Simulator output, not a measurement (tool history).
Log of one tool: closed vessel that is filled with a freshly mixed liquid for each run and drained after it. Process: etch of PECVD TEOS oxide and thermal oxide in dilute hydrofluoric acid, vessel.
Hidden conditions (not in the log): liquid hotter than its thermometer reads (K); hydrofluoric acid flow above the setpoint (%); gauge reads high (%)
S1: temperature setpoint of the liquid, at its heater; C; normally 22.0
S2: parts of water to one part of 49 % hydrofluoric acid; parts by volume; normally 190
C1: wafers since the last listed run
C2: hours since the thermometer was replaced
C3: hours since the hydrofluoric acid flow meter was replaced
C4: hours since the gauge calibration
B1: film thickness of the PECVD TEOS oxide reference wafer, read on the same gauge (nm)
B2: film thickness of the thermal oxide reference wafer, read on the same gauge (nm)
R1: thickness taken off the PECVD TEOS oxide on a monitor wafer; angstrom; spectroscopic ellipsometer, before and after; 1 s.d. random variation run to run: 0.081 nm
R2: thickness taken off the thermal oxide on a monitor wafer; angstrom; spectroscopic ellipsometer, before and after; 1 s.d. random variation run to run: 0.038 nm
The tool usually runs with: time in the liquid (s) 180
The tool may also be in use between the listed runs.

Run 1, hour 0.0: usual settings but S1 23.5 C, time in the liquid (s) 215; C1 0; C2 175.1; C3 872.2; C4 1662.4; B1 49.24; B2 78.781. Result: R1 188.2 angstrom, R2 49.10 angstrom.
Run 2, hour 60.8: usual settings but S1 23.5 C, time in the liquid (s) 215; C1 3995; C2 235.9; C3 933.0; C4 1723.2; B1 49.18; B2 78.685. Result: R1 188.4 angstrom, R2 47.96 angstrom.
Run 3, hour 107.6: usual settings but S1 20.5 C, S2 275 parts by volume, time in the liquid (s) 285; C1 3075; C2 282.7; C3 979.8; C4 1770.0; B1 49.17; B2 78.667. Result: R1 141.9 angstrom, R2 36.57 angstrom.
Run 4, hour 132.8: usual settings but S2 160 parts by volume, time in the liquid (s) 80; C1 1656; C2 307.9; C3 1005.0; C4 1795.2; B1 49.16; B2 78.666. Result: R1 80.4 angstrom, R2 21.00 angstrom.
Run 5, hour 179.1: usual settings but S1 23.5 C; C1 3042; C2 354.2; C3 1051.3; C4 1841.5; B1 49.15; B2 78.576. Result: R1 157.0 angstrom, R2 40.81 angstrom.
Run 6, hour 248.9: usual settings but S2 230 parts by volume, time in the liquid (s) 70; C1 4587; C2 424.0; C3 1121.1; C4 1911.3; B1 49.11; B2 78.572. Result: R1 45.7 angstrom, R2 11.69 angstrom.
Run 7, hour 287.9: usual settings; C1 2562; C2 463.0; C3 1160.1; C4 1950.3; B1 49.04; B2 78.499. Result: R1 149.3 angstrom, R2 38.06 angstrom.
Run 8, hour 328.9: usual settings but S1 18.5 C, S2 260 parts by volume, time in the liquid (s) 75; C1 2694; C2 504.0; C3 1201.1; C4 1991.3; B1 49.09; B2 78.478. Result: R1 36.9 angstrom, R2 9.53 angstrom.
Run 9, hour 371.2: usual settings but S1 26.0 C, S2 100 parts by volume, time in the liquid (s) 290; C1 2779; C2 546.3; C3 1243.4; C4 2033.6; B1 49.01; B2 78.469. Result: R1 588.2 angstrom, R2 152.16 angstrom.
Run 10, hour 438.6: usual settings; C1 4429; C2 613.7; C3 1310.8; C4 2101.0; B1 48.99; B2 78.406. Result: R1 147.7 angstrom, R2 38.18 angstrom.
Run 11, hour 475.6: usual settings but S2 260 parts by volume; C1 2431; C2 650.7; C3 1347.8; C4 2138.0; B1 48.98; B2 78.361. Result: R1 99.8 angstrom, R2 26.07 angstrom.
Run 12, hour 529.2: usual settings; C1 3522; C2 704.3; C3 1401.4; C4 2191.6; B1 48.96; B2 78.314. Result: R1 148.1 angstrom, R2 37.60 angstrom.
At hour 533.0: hydrofluoric acid flow meter replaced.
Run 13, hour 617.0: usual settings; C1 5704; C2 792.1; C3 84.0; C4 2279.4; B1 48.92; B2 78.263. Result: R1 147.5 angstrom, R2 38.43 angstrom.
At hour 617.9: gauge calibrated.
Run 14, hour 673.7: usual settings but S2 115 parts by volume, time in the liquid (s) 135; C1 3726; C2 848.8; C3 140.7; C4 55.8; B1 49.80; B2 79.703. Result: R1 204.3 angstrom, R2 52.89 angstrom.
Run 15, hour 733.3: usual settings but S1 25.5 C, time in the liquid (s) 75; C1 3916; C2 908.4; C3 200.3; C4 115.4; B1 49.77; B2 79.646. Result: R1 71.9 angstrom, R2 18.73 angstrom.

Run 16 comes next. What will it give?
Run 16, hour 759.2: usual settings but S1 24.0 C, S2 260 parts by volume, time in the liquid (s) 125; C1 1702; C2 934.3; C3 226.2; C4 141.3; B1 ?; B2 ?. Result: R1 ?, R2 ?.

B1: 49.76
B2: 79.630
R1: 77.1 angstrom
R2: 19.92 angstrom
Had the tool carried no hidden state, the very same run would have given R1 77.5 angstrom, R2 20.01 angstrom.
